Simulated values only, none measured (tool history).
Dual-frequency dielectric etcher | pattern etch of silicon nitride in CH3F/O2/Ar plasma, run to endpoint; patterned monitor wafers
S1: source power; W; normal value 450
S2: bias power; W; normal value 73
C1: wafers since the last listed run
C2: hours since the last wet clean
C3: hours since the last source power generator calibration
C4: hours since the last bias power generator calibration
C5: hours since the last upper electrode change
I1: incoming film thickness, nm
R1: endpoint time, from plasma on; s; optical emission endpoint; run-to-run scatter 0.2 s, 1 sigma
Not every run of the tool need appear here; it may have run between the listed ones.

run,hour,S1,S2,C1,C2,C3,C4,C5,I1,R1
1,0.0,410,73,0,416.8,3594.2,2370.8,3539.6,31.96,45.3
# hour 45.9: wet clean of the chamber
2,46.4,410,73,167,0.5,3640.6,2417.2,3586.0,31.82,46.1
3,64.7,480,80,136,18.8,3658.9,2435.5,3604.3,31.70,42.9
4,85.7,480,80,156,39.8,3679.9,2456.5,3625.3,31.54,42.4
5,117.3,480,80,236,71.4,3711.5,2488.1,3656.9,31.90,42.6
6,133.9,420,80,124,88.0,3728.1,2504.7,3673.5,31.80,44.1
7,169.0,420,80,262,123.1,3763.2,2539.8,3708.6,31.87,44.2
8,263.1,450,73,703,217.2,3857.3,2633.9,3802.7,32.02,44.8
9,289.3,450,73,195,243.4,3883.5,2660.1,3828.9,31.54,43.8
10,305.2,430,73,118,259.3,3899.4,2676.0,3844.8,31.63,44.9
11,335.3,430,73,224,289.4,3929.5,2706.1,3874.9,31.67,44.4
12,363.9,450,73,213,318.0,3958.1,2734.7,3903.5,31.82,44.1
13,387.6,450,73,177,341.7,3981.8,2758.4,3927.2,31.67,43.9
14,410.3,450,73,169,364.4,4004.5,2781.1,3949.9,31.55,43.6
15,433.1,520,73,170,387.2,4027.3,2803.9,3972.7,31.63,41.4
# hour 449.0: source power generator calibrated
16,489.0,360,73,387,443.1,40.0,2859.8,4028.6,31.92,47.0
17,521.4,490,78,242,475.5,72.4,2892.2,4061.0,31.79,41.4
18,551.9,380,79,227,506.0,102.9,2922.7,4091.5,32.12,45.2
# hour 610.3: wet clean of the chamber
19,650.4,510,57,556,40.1,201.4,3021.2,4190.0,31.51,46.1
20,664.7,520,73,106,54.4,215.7,3035.5,4204.3,31.60,42.1
# hour 694.1: upper electrode replaced
21,694.6,500,60,44,84.3,245.6,3065.4,0.5,31.95,45.9
22,709.9,390,57,114,99.6,260.9,3080.7,15.8,31.76,50.6
23,729.0,530,68,142,118.7,280.0,3099.8,34.9,31.72,42.6
# hour 743.6: bias power generator calibrated
24,744.1,490,66,82,133.8,295.1,0.5,50.0,31.87,44.7
25,761.5,420,73,130,151.2,312.5,17.9,67.4,31.63,45.1
26,792.7,410,63,233,182.4,343.7,49.1,98.6,31.98,47.9
27,823.4,350,84,229,213.1,374.4,79.8,129.3,31.91,45.0
28,836.8,380,85,100,226.5,387.8,93.2,142.7,31.73,43.8
29,867.7,450,73,230,257.4,418.7,124.1,173.6,31.92,44.0
30,899.8,450,73,239,289.5,450.8,156.2,205.7,31.77,43.7
31,918.0,450,73,136,307.7,469.0,174.4,223.9,31.97,44.1
32,952.2,530,80,255,341.9,503.2,208.6,258.1,31.94,40.1
33,984.6,520,73,242,374.3,535.6,241.0,290.5,32.04,41.9
34,1006.4,500,64,162,396.1,557.4,262.8,312.3,31.61,43.9
35,1036.9,400,67,227,426.6,587.9,293.3,342.8,31.56,45.5

What if the next run were any one of these 4? Each begins from the tool's condition after run 35:
A,1037.3,450,66,2,427.0,588.3,293.7,343.2,31.70,?
B,1037.3,540,73,2,427.0,588.3,293.7,343.2,31.70,?
C,1037.3,540,68,2,427.0,588.3,293.7,343.2,31.70,?
D,1037.3,420,79,2,427.0,588.3,293.7,343.2,31.70,?

run,R1
A,44.4
B,40.4
C,41.4
D,42.6
Had the tool no hidden state, the same runs would have come out as:
run,R1
A,46.1
B,42.0
C,43.0
D,44.2
